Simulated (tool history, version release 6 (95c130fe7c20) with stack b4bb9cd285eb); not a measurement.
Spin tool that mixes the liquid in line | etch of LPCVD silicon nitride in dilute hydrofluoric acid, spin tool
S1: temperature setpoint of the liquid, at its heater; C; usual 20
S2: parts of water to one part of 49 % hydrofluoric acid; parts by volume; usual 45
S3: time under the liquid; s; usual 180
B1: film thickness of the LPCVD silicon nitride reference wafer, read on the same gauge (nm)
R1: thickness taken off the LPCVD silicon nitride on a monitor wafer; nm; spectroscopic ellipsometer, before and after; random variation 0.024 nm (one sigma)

run    hour    S1  S2   S3      B1     R1
  1       0    20  45  180  30.007  1.188
  2    70.8    20  45  180  30.016  1.173
  3   136.8    20  45  180  29.991  1.199
  4   179.4    20  45  160  29.982  1.042
  5   246.2    22  45  180  30.013  1.344
  6   298.5    22  45  180      30    1.4
  7   447.4    22  45  180  29.997  1.276
  8   487.1    20  40  200  30.017  1.483
  9   553.8    20  40  200  30.036  1.425
 10   612.1    20  40  200  29.996  1.464
 11   674.5    20  60  180  29.981  0.874
 12   738.5    20  60  180  29.979  0.858
 13   806.3    20  60   95  30.021  0.441
 14   852.6    20  60   95  30.021  0.447
 15   900.7    20  45  180  30.016  1.109
 16   961.5  23.5  50  180  29.987  1.276
 17    1018    20  30   95  30.016  0.858
 18  1082.8    20  55  270  30.012  1.411
 19  1113.8    20  65  180  30.026  0.756
 20  1165.7    20  30   95  30.009  0.849
 21  1206.3    20  45  180  30.005  1.092
     1216.4  -- gauge calibrated
 22  1271.9    20  45  180  29.988    1.1
     1280.6  -- thermometer replaced
 23  1319.9    17  55  115   29.97  0.528
 24  1347.1    24  35  180  30.016  2.078
 25  1405.3    20  45  180  29.981   1.27
 26  1433.8  24.5  25  105  29.972  1.696
 27  1483.2    20  45  250  30.009  1.664
     1497.5  -- hydrofluoric acid flow meter replaced
 28  1693.2    22  45  180  30.045  1.406
 29  1752.9    17  45  280  29.992  1.519
 30  1789.6  17.5  35  180  30.005   1.28
 31  1852.3    18  55  180  29.983  0.833
 32  1878.3    20  45  180  30.002  1.209
 33  1926.6    22  30  180  29.973   2.05

3 ways to go on from here, each from the tool as it stands after run 33. What would each give?
  A  1927.1  20  55  180   ?   ?
  B  1927.1  17  35   85   ?   ?
  C  1927.1  18  45  240   ?   ?

run      B1     R1
  A  29.965  0.984
  B  29.965  0.582
  C  29.965  1.385
Without the tool's hidden state the same runs would have given:
run     R1
  A  1.056
  B  0.625
  C  1.487
